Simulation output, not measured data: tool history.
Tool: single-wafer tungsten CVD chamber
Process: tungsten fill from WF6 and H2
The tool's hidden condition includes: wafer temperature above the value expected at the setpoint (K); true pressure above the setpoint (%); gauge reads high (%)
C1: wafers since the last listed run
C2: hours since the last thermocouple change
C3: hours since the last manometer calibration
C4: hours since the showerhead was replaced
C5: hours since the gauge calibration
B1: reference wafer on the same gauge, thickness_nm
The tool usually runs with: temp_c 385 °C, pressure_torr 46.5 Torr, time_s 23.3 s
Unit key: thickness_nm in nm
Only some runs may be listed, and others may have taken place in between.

Run 1, hour 0.0: usual settings but temp_c 394 °C; C1 0; C2 1675.7; C3 1231.0; C4 4914.3; C5 419.6; B1 69.970. Result: thickness_nm 81.143 nm.
Run 2, hour 17.2: usual settings but temp_c 394 °C; C1 396; C2 1692.9; C3 1248.2; C4 4931.5; C5 436.8; B1 69.944. Result: thickness_nm 81.225 nm.
Run 3, hour 24.1: usual settings but temp_c 394 °C; C1 158; C2 1699.8; C3 1255.1; C4 4938.4; C5 443.7; B1 69.940. Result: thickness_nm 81.187 nm.
Run 4, hour 38.8: usual settings; C1 338; C2 1714.5; C3 1269.8; C4 4953.1; C5 458.4; B1 69.914. Result: thickness_nm 69.230 nm.
At hour 43.7: gauge calibrated.
Run 5, hour 51.1: usual settings; C1 283; C2 1726.8; C3 1282.1; C4 4965.4; C5 7.4; B1 70.060. Result: thickness_nm 69.762 nm.
Run 6, hour 67.6: usual settings; C1 379; C2 1743.3; C3 1298.6; C4 4981.9; C5 23.9; B1 70.013. Result: thickness_nm 70.144 nm.
Run 7, hour 73.9: usual settings; C1 145; C2 1749.6; C3 1304.9; C4 4988.2; C5 30.2; B1 70.063. Result: thickness_nm 69.826 nm.
Run 8, hour 90.1: usual settings; C1 372; C2 1765.8; C3 1321.1; C4 5004.4; C5 46.4; B1 70.053. Result: thickness_nm 69.790 nm.
Run 9, hour 101.2: usual settings; C1 255; C2 1776.9; C3 1332.2; C4 5015.5; C5 57.5; B1 70.071. Result: thickness_nm 69.410 nm.
Run 10, hour 111.6: usual settings; C1 239; C2 1787.3; C3 1342.6; C4 5025.9; C5 67.9; B1 69.987. Result: thickness_nm 69.691 nm.
Run 11, hour 119.8: usual settings but temp_c 392 °C, time_s 27.7 s; C1 188; C2 1795.5; C3 1350.8; C4 5034.1; C5 76.1; B1 69.929. Result: thickness_nm 93.686 nm.
Run 12, hour 127.1: usual settings; C1 168; C2 1802.8; C3 1358.1; C4 5041.4; C5 83.4; B1 70.057. Result: thickness_nm 69.989 nm.
At hour 141.6: capacitance manometer re-zeroed and calibrated.
Run 13, hour 142.1: usual settings but temp_c 374 °C; C1 161; C2 1817.8; C3 0.5; C4 5056.4; C5 98.4; B1 70.092. Result: thickness_nm 55.096 nm.
Run 14, hour 149.1: usual settings but temp_c 377 °C, pressure_torr 55.8 Torr, time_s 20.1 s; C1 161; C2 1824.8; C3 7.5; C4 5063.4; C5 105.4; B1 69.997. Result: thickness_nm 54.357 nm.
Run 15, hour 164.9: usual settings but time_s 18.9 s; C1 363; C2 1840.6; C3 23.3; C4 5079.2; C5 121.2; B1 69.995. Result: thickness_nm 54.225 nm.
At hour 184.0: thermocouple changed; heater temperature recalibrated.
Run 16, hour 184.3: usual settings but temp_c 397 °C, pressure_torr 55.9 Torr, time_s 26.2 s; C1 262; C2 0.3; C3 42.7; C4 5098.6; C5 140.6; B1 70.071. Result: thickness_nm 101.015 nm.
Run 17, hour 201.9: usual settings; C1 405; C2 17.9; C3 60.3; C4 5116.2; C5 158.2; B1 69.994. Result: thickness_nm 67.411 nm.
Run 18, hour 217.0: usual settings but pressure_torr 40.2 Torr; C1 347; C2 33.0; C3 75.4; C4 5131.3; C5 173.3; B1 70.009. Result: thickness_nm 63.179 nm.
Run 19, hour 225.5: usual settings but temp_c 377 °C, pressure_torr 39.7 Torr, time_s 27.4 s; C1 195; C2 41.5; C3 83.9; C4 5139.8; C5 181.8; B1 69.991. Result: thickness_nm 64.017 nm.
Run 20, hour 237.8: usual settings but time_s 18.9 s; C1 283; C2 53.8; C3 96.2; C4 5152.1; C5 194.1; B1 69.994. Result: thickness_nm 54.625 nm.
Run 21, hour 251.5: usual settings but temp_c 372 °C, pressure_torr 58.1 Torr; C1 315; C2 67.5; C3 109.9; C4 5165.8; C5 207.8; B1 70.021. Result: thickness_nm 58.467 nm.
At hour 262.6: showerhead replaced.
Run 22, hour 269.3: usual settings; C1 225; C2 85.3; C3 127.7; C4 6.7; C5 225.6; B1 69.890. Result: thickness_nm 67.547 nm.
Run 23, hour 276.0: usual settings; C1 154; C2 92.0; C3 134.4; C4 13.4; C5 232.3; B1 69.970. Result: thickness_nm 66.805 nm.
Run 24, hour 290.1: usual settings but pressure_torr 56.8 Torr, time_s 26.7 s; C1 324; C2 106.1; C3 148.5; C4 27.5; C5 246.4; B1 69.964. Result: thickness_nm 84.590 nm.
Run 25, hour 303.0: usual settings; C1 297; C2 119.0; C3 161.4; C4 40.4; C5 259.3; B1 70.015. Result: thickness_nm 67.247 nm.
Run 26, hour 311.6: usual settings but temp_c 375 °C, pressure_torr 36.0 Torr; C1 198; C2 127.6; C3 170.0; C4 49.0; C5 267.9; B1 70.000. Result: thickness_nm 49.983 nm.
Run 27, hour 320.6: usual settings but temp_c 392 °C, time_s 27.7 s; C1 207; C2 136.6; C3 179.0; C4 58.0; C5 276.9; B1 69.907. Result: thickness_nm 90.539 nm.
Run 28, hour 332.7: usual settings; C1 278; C2 148.7; C3 191.1; C4 70.1; C5 289.0; B1 70.044. Result: thickness_nm 67.767 nm.
Run 29, hour 348.1: usual settings; C1 354; C2 164.1; C3 206.5; C4 85.5; C5 304.4; B1 70.004. Result: thickness_nm 67.813 nm.
Run 30, hour 360.6: usual settings but temp_c 391 °C, time_s 21.2 s; C1 287; C2 176.6; C3 219.0; C4 98.0; C5 316.9; B1 70.006. Result: thickness_nm 67.933 nm.
Run 31, hour 374.5: usual settings but temp_c 380 °C; C1 320; C2 190.5; C3 232.9; C4 111.9; C5 330.8; B1 69.968. Result: thickness_nm 61.661 nm.
Run 32, hour 387.0: usual settings but temp_c 392 °C, pressure_torr 34.9 Torr; C1 287; C2 203.0; C3 245.4; C4 124.4; C5 343.3; B1 70.066. Result: thickness_nm 67.236 nm.
Run 33, hour 398.3: usual settings but temp_c 372 °C, pressure_torr 36.5 Torr, time_s 20.0 s; C1 260; C2 214.3; C3 256.7; C4 135.7; C5 354.6; B1 70.062. Result: thickness_nm 40.883 nm.

Predict each of these 5 candidate next runs independently; none follows another, all start after run 33:
Run A, hour 398.7: usual settings; C1 9; C2 214.7; C3 257.1; C4 136.1; C5 355.0; B1 ?. Result: thickness_nm ?.
Run B, hour 398.7: usual settings but temp_c 379 °C, pressure_torr 56.3 Torr, time_s 24.8 s; C1 9; C2 214.7; C3 257.1; C4 136.1; C5 355.0; B1 ?. Result: thickness_nm ?.
Run C, hour 398.7: usual settings but temp_c 381 °C, pressure_torr 56.2 Torr, time_s 27.0 s; C1 9; C2 214.7; C3 257.1; C4 136.1; C5 355.0; B1 ?. Result: thickness_nm ?.
Run D, hour 398.7: usual settings but temp_c 379 °C; C1 9; C2 214.7; C3 257.1; C4 136.1; C5 355.0; B1 ?. Result: thickness_nm ?.
Run E, hour 398.7: usual settings but temp_c 397 °C, pressure_torr 57.2 Torr, time_s 26.5 s; C1 9; C2 214.7; C3 257.1; C4 136.1; C5 355.0; B1 ?. Result: thickness_nm ?.

run      B1  thickness_nm
  A  70.011        67.643
  B  70.011        70.416
  C  70.011        79.438
  D  70.011        60.769
  E  70.011       103.711
Take away the tool's hidden state, keep each run's random variation, and the runs would have read:
run  thickness_nm
  A        67.423
  B        70.193
  C        79.186
  D        60.571
  E       103.383
